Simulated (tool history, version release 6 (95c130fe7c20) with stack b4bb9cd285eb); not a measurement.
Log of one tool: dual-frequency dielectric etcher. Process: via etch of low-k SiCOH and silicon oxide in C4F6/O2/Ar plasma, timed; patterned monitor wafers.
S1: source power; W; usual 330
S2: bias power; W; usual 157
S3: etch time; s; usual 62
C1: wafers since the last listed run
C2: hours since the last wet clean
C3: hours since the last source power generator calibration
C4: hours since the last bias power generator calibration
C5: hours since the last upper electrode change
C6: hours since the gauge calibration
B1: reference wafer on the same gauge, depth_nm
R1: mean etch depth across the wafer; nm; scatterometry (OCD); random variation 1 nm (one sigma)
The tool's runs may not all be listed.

{"run": 1, "hour": 0.0, "S1": 330, "S2": 157, "S3": 70.5, "C1": 0, "C2": 310.9, "C3": 2111.4, "C4": 3959.8, "C5": 2640.8, "C6": 632.6, "B1": 148.2, "R1": 180.9}
{"run": 2, "hour": 14.6, "S1": 330, "S2": 157, "S3": 62, "C1": 122, "C2": 325.5, "C3": 2126, "C4": 3974.4, "C5": 2655.4, "C6": 647.2, "B1": 147.9, "R1": 159.9}
{"run": 3, "hour": 37.8, "S1": 330, "S2": 157, "S3": 62, "C1": 194, "C2": 348.7, "C3": 2149.2, "C4": 3997.6, "C5": 2678.6, "C6": 670.4, "B1": 147.7, "R1": 160.2}
{"hour": 46.4, "done": "gauge calibrated"}
{"run": 4, "hour": 52.1, "S1": 330, "S2": 157, "S3": 62, "C1": 119, "C2": 363, "C3": 2163.5, "C4": 4011.9, "C5": 2692.9, "C6": 5.7, "B1": 147.8, "R1": 160.3}
{"run": 5, "hour": 69.8, "S1": 330, "S2": 157, "S3": 62, "C1": 148, "C2": 380.7, "C3": 2181.2, "C4": 4029.6, "C5": 2710.6, "C6": 23.4, "B1": 147.3, "R1": 159}
{"hour": 84.8, "done": "source power generator calibrated"}
{"run": 6, "hour": 85.3, "S1": 330, "S2": 157, "S3": 62, "C1": 96, "C2": 396.2, "C3": 0.5, "C4": 4045.1, "C5": 2726.1, "C6": 38.9, "B1": 148.1, "R1": 161.3}
{"run": 7, "hour": 96.9, "S1": 330, "S2": 157, "S3": 62, "C1": 97, "C2": 407.8, "C3": 12.1, "C4": 4056.7, "C5": 2737.7, "C6": 50.5, "B1": 148.1, "R1": 160.4}
{"run": 8, "hour": 109.8, "S1": 330, "S2": 157, "S3": 62, "C1": 108, "C2": 420.7, "C3": 25, "C4": 4069.6, "C5": 2750.6, "C6": 63.4, "B1": 148.7, "R1": 162.7}
{"hour": 140.5, "done": "upper electrode replaced"}
{"hour": 141.1, "done": "wet clean of the chamber"}
{"run": 9, "hour": 141.6, "S1": 330, "S2": 157, "S3": 62, "C1": 59, "C2": 0.5, "C3": 56.8, "C4": 4101.4, "C5": 1.1, "C6": 95.2, "B1": 148.1, "R1": 153.6}
{"run": 10, "hour": 142.0, "S1": 330, "S2": 157, "S3": 62, "C1": 3, "C2": 0.9, "C3": 57.2, "C4": 4101.8, "C5": 1.5, "C6": 95.6, "B1": 147.6, "R1": 152.6}
{"run": 11, "hour": 142.3, "S1": 330, "S2": 168, "S3": 51, "C1": 2, "C2": 1.2, "C3": 57.5, "C4": 4102.1, "C5": 1.8, "C6": 95.9, "B1": 148.1, "R1": 130.8}
{"run": 12, "hour": 144.8, "S1": 330, "S2": 157, "S3": 62, "C1": 20, "C2": 3.7, "C3": 60, "C4": 4104.6, "C5": 4.3, "C6": 98.4, "B1": 148, "R1": 152.9}
{"run": 13, "hour": 159.2, "S1": 290, "S2": 193, "S3": 80, "C1": 120, "C2": 18.1, "C3": 74.4, "C4": 4119, "C5": 18.7, "C6": 112.8, "B1": 147.8, "R1": 204.5}
{"run": 14, "hour": 173.5, "S1": 290, "S2": 157, "S3": 62, "C1": 119, "C2": 32.4, "C3": 88.7, "C4": 4133.3, "C5": 33, "C6": 127.1, "B1": 147.8, "R1": 145.1}
{"run": 15, "hour": 188.3, "S1": 330, "S2": 157, "S3": 62, "C1": 123, "C2": 47.2, "C3": 103.5, "C4": 4148.1, "C5": 47.8, "C6": 141.9, "B1": 147.7, "R1": 154.9}
{"run": 16, "hour": 203.6, "S1": 370, "S2": 120, "S3": 54.5, "C1": 128, "C2": 62.5, "C3": 118.8, "C4": 4163.4, "C5": 63.1, "C6": 157.2, "B1": 148.3, "R1": 126.9}
{"run": 17, "hour": 211.5, "S1": 280, "S2": 143, "S3": 62, "C1": 66, "C2": 70.4, "C3": 126.7, "C4": 4171.3, "C5": 71, "C6": 165.1, "B1": 147.9, "R1": 136.9}
{"run": 18, "hour": 227.7, "S1": 330, "S2": 147, "S3": 74, "C1": 135, "C2": 86.6, "C3": 142.9, "C4": 4187.5, "C5": 87.2, "C6": 181.3, "B1": 147.8, "R1": 181.6}
{"run": 19, "hour": 237.2, "S1": 310, "S2": 169, "S3": 62, "C1": 79, "C2": 96.1, "C3": 152.4, "C4": 4197, "C5": 96.7, "C6": 190.8, "B1": 148.1, "R1": 155.8}
{"hour": 241.4, "done": "bias power generator calibrated"}
{"run": 20, "hour": 249.9, "S1": 330, "S2": 157, "S3": 62, "C1": 72, "C2": 108.8, "C3": 165.1, "C4": 8.5, "C5": 109.4, "C6": 203.5, "B1": 148.1, "R1": 155}
{"run": 21, "hour": 266.1, "S1": 300, "S2": 157, "S3": 76.5, "C1": 135, "C2": 125, "C3": 181.3, "C4": 24.7, "C5": 125.6, "C6": 219.7, "B1": 148.5, "R1": 183.7}
{"run": 22, "hour": 282.2, "S1": 370, "S2": 129, "S3": 62, "C1": 134, "C2": 141.1, "C3": 197.4, "C4": 40.8, "C5": 141.7, "C6": 235.8, "B1": 148.4, "R1": 149.6}
{"run": 23, "hour": 298.3, "S1": 330, "S2": 157, "S3": 62, "C1": 134, "C2": 157.2, "C3": 213.5, "C4": 56.9, "C5": 157.8, "C6": 251.9, "B1": 147.9, "R1": 157}
{"run": 24, "hour": 315.0, "S1": 330, "S2": 157, "S3": 62, "C1": 139, "C2": 173.9, "C3": 230.2, "C4": 73.6, "C5": 174.5, "C6": 268.6, "B1": 148, "R1": 156.2}
{"run": 25, "hour": 332.9, "S1": 300, "S2": 172, "S3": 56, "C1": 149, "C2": 191.8, "C3": 248.1, "C4": 91.5, "C5": 192.4, "C6": 286.5, "B1": 148.2, "R1": 142.2}
{"run": 26, "hour": 343.1, "S1": 330, "S2": 157, "S3": 62, "C1": 85, "C2": 202, "C3": 258.3, "C4": 101.7, "C5": 202.6, "C6": 296.7, "B1": 148.3, "R1": 156.4}
{"run": 27, "hour": 350.9, "S1": 350, "S2": 157, "S3": 62, "C1": 65, "C2": 209.8, "C3": 266.1, "C4": 109.5, "C5": 210.4, "C6": 304.5, "B1": 147.7, "R1": 162}
{"run": 28, "hour": 357.7, "S1": 260, "S2": 137, "S3": 57, "C1": 56, "C2": 216.6, "C3": 272.9, "C4": 116.3, "C5": 217.2, "C6": 311.3, "B1": 147.9, "R1": 123}
{"run": 29, "hour": 365.1, "S1": 330, "S2": 157, "S3": 62, "C1": 61, "C2": 224, "C3": 280.3, "C4": 123.7, "C5": 224.6, "C6": 318.7, "B1": 147.5, "R1": 156.9}
{"run": 30, "hour": 372.3, "S1": 370, "S2": 189, "S3": 52, "C1": 60, "C2": 231.2, "C3": 287.5, "C4": 130.9, "C5": 231.8, "C6": 325.9, "B1": 147.9, "R1": 150.2}

4 ways to go on from here, each from the tool as it stands after run 30. What would each give?
{"run": "A", "hour": 372.7, "S1": 330, "S2": 157, "S3": 52, "C1": 3, "C2": 231.6, "C3": 287.9, "C4": 131.3, "C5": 232.2, "C6": 326.3, "B1": "?", "R1": "?"}
{"run": "B", "hour": 372.7, "S1": 330, "S2": 121, "S3": 62, "C1": 3, "C2": 231.6, "C3": 287.9, "C4": 131.3, "C5": 232.2, "C6": 326.3, "B1": "?", "R1": "?"}
{"run": "C", "hour": 372.7, "S1": 360, "S2": 183, "S3": 49, "C1": 3, "C2": 231.6, "C3": 287.9, "C4": 131.3, "C5": 232.2, "C6": 326.3, "B1": "?", "R1": "?"}
{"run": "D", "hour": 372.7, "S1": 330, "S2": 157, "S3": 80, "C1": 3, "C2": 231.6, "C3": 287.9, "C4": 131.3, "C5": 232.2, "C6": 326.3, "B1": "?", "R1": "?"}

run=A B1=148 R1=132.2
run=B B1=148 R1=140.2
run=C B1=148 R1=138.5
run=D B1=148 R1=203.4
Without the tool's hidden state the same runs would have given:
run=A R1=129.3
run=B R1=137.1
run=C R1=135.4
run=D R1=198.9
